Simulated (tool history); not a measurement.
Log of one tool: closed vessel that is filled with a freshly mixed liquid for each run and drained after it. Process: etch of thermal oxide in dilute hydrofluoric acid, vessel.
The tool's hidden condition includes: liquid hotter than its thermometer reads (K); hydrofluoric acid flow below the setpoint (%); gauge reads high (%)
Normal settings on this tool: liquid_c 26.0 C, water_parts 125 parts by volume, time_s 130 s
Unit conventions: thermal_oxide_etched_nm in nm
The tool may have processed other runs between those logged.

| run | hour | liquid_c | water_parts | time_s | wafers since the last listed run | hours since the thermometer was replaced | hours since the hydrofluoric acid flow meter was replaced | hours since the gauge calibration | read-back film thickness of the thermal oxide reference wafer, read on the same gauge (nm) | thermal_oxide_etched_nm |
|---|---|---|---|---|---|---|---|---|---|---|
| 1 | 0.0 | 28.5 | 140 | 130 | 0 | 1415.9 | 936.2 | 157.0 | 59.52 | 4.46 |
| 2 | 27.9 | 28.5 | 140 | 130 | 3112 | 1443.8 | 964.1 | 184.9 | 59.42 | 4.48 |
| 3 | 45.9 | 23.5 | 125 | 175 | 2007 | 1461.8 | 982.1 | 202.9 | 59.40 | 5.66 |
| 4 | 68.8 | 23.5 | 125 | 175 | 2554 | 1484.7 | 1005.0 | 225.8 | 59.32 | 5.68 |
| 5 | 89.1 | 26.0 | 125 | 130 | 2264 | 1505.0 | 1025.3 | 246.1 | 59.34 | 4.63 |
| 6 | 172.0 | 26.0 | 125 | 130 | 9247 | 1587.9 | 1108.2 | 329.0 | 59.08 | 4.66 |
| 7 | 188.4 | 26.0 | 140 | 165 | 1829 | 1604.3 | 1124.6 | 345.4 | 59.11 | 5.07 |
| 8 | 217.7 | 26.0 | 140 | 165 | 3268 | 1633.6 | 1153.9 | 374.7 | 59.05 | 5.11 |
| 9 | 250.9 | 26.0 | 140 | 165 | 3703 | 1666.8 | 1187.1 | 407.9 | 58.94 | 5.11 |
| 10 | 263.9 | 26.0 | 90 | 130 | 1450 | 1679.8 | 1200.1 | 420.9 | 58.91 | 6.78 |
| 11 | 298.4 | 26.0 | 125 | 130 | 3848 | 1714.3 | 1234.6 | 455.4 | 58.86 | 4.62 |
| 12 | 321.5 | 26.0 | 125 | 130 | 2576 | 1737.4 | 1257.7 | 478.5 | 58.77 | 4.62 |
| 13 | 342.7 | 24.0 | 175 | 180 | 2364 | 1758.6 | 1278.9 | 499.7 | 58.71 | 3.99 |
| 14 | 378.3 | 27.5 | 125 | 130 | 3971 | 1794.2 | 1314.5 | 535.3 | 58.59 | 4.86 |
|  | 379.8 | hydrofluoric acid flow meter replaced |
| 15 | 395.6 | 22.0 | 105 | 130 | 1818 | 1811.5 | 15.8 | 552.6 | 58.57 | 4.88 |
|  | 416.7 | thermometer replaced |
| 16 | 421.4 | 21.5 | 125 | 85 | 2766 | 4.7 | 41.6 | 578.4 | 58.50 | 2.51 |
| 17 | 434.0 | 24.0 | 175 | 180 | 1405 | 17.3 | 54.2 | 591.0 | 58.52 | 3.98 |
| 18 | 450.7 | 26.0 | 125 | 130 | 1862 | 34.0 | 70.9 | 607.7 | 58.44 | 4.61 |
| 19 | 479.3 | 23.5 | 125 | 130 | 3190 | 62.6 | 99.5 | 636.3 | 58.32 | 4.14 |

What will run 20 give?
| 20 | 505.3 | 26.0 | 125 | 130 | 2900 | 88.6 | 125.5 | 662.3 | ? | ? |

Logged for run 20: read-back film thickness of the thermal oxide reference wafer, read on the same gauge (nm) 58.34, thermal_oxide_etched_nm 4.56 nm.
Were there no unlogged condition in the tool, this run, its random variation unchanged, would have produced thermal_oxide_etched_nm 4.69 nm.
